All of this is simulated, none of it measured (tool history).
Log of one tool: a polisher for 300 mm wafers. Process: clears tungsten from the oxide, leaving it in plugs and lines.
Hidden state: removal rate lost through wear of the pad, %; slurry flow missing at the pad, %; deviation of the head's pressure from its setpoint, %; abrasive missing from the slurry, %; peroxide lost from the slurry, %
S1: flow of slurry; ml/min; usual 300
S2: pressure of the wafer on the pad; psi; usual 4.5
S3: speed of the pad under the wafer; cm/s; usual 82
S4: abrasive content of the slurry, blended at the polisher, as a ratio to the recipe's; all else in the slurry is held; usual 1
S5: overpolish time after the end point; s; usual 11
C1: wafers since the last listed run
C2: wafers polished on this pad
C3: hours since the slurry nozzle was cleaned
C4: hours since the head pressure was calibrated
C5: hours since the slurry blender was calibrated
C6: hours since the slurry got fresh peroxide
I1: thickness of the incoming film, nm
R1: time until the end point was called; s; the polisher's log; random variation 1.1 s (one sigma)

run,day,S1,S2,S3,S4,S5,C1,C2,C3,C4,C5,C6,I1,R1
1,0,300,4.5,92,1,11,0,563,572.3,157.7,268.8,10.7,393.5,76.3
2,0.625,300,4.5,82,1,11,106,669,587.3,172.7,283.8,25.7,400.9,88
3,1.175,300,4.5,82,1,11,93,763,600.5,185.9,297,38.9,407.8,89.4
4,2.304,300,5.3,82,1,11,192,955,627.6,213,324.1,66,405.4,78
# day 2.492: worn pad replaced by a new one
5,3.254,300,5.3,82,1,11,133,129,650.4,235.8,346.9,88.8,398,75.8
6,4.338,300,4.5,82,1,11,184,314,676.4,261.8,372.9,114.8,399.3,89.1
7,5.25,300,4.5,82,1,11,155,469,698.3,283.7,394.8,136.7,399.6,90.1
# day 5.692: slurry nozzle cleaned
# day 6.488: slurry blender recalibrated
8,6.567,300,4.5,82,1,11,202,672,21,315.3,1.9,168.3,401.9,95.2
9,7.504,300,4.5,82,1,11,159,832,43.5,337.8,24.4,190.8,398.8,93
# day 8.079: worn pad replaced by a new one
# day 8.142: slurry tank refilled with fresh slurry and peroxide
10,8.442,300,3.2,82,1,6,124,54,66,360.3,46.9,7.2,400.7,130.3
# day 8.596: head pressure recalibrated
# day 8.629: slurry blender recalibrated, repeated, since the last time left the tool worse
11,9.062,300,5.9,82,1,8,86,140,80.9,11.2,10.4,22.1,401.4,64.8
12,10.138,300,4.5,104,1,11,183,323,106.7,37,36.2,47.9,396.7,65.9
13,11.454,300,5.9,82,1,8,224,548,138.3,68.6,67.8,79.5,392.9,65.9
14,12.858,225,4.5,72,0.7,11,239,787,172,102.3,101.5,113.2,407.3,112.3
15,14.133,300,4.5,82,1,11,217,1004,202.6,132.9,132.1,143.8,394,86.7
# day 15.438: worn pad replaced by a new one
16,15.579,405,4.5,82,1,16,217,24,237.3,167.6,166.8,178.5,391.3,83.5
17,16.438,300,4.5,82,1.1,16,146,170,257.9,188.2,187.4,199.1,397.1,85.3

Measured less the same run without the tool's hidden state. The same run-to-run variation is in both; the gauge's scatter may not be:
run,R1
1,+4.3
2,+5.1
3,+5.2
4,+4.7
5,+4.6
6,+5.6
7,+5.7
8,+10.7
9,+11.4
10,+17.3
11,+0.6
12,+1.1
13,+1.7
14,+3.6
15,+3.4
16,+3.9
17,+4.2
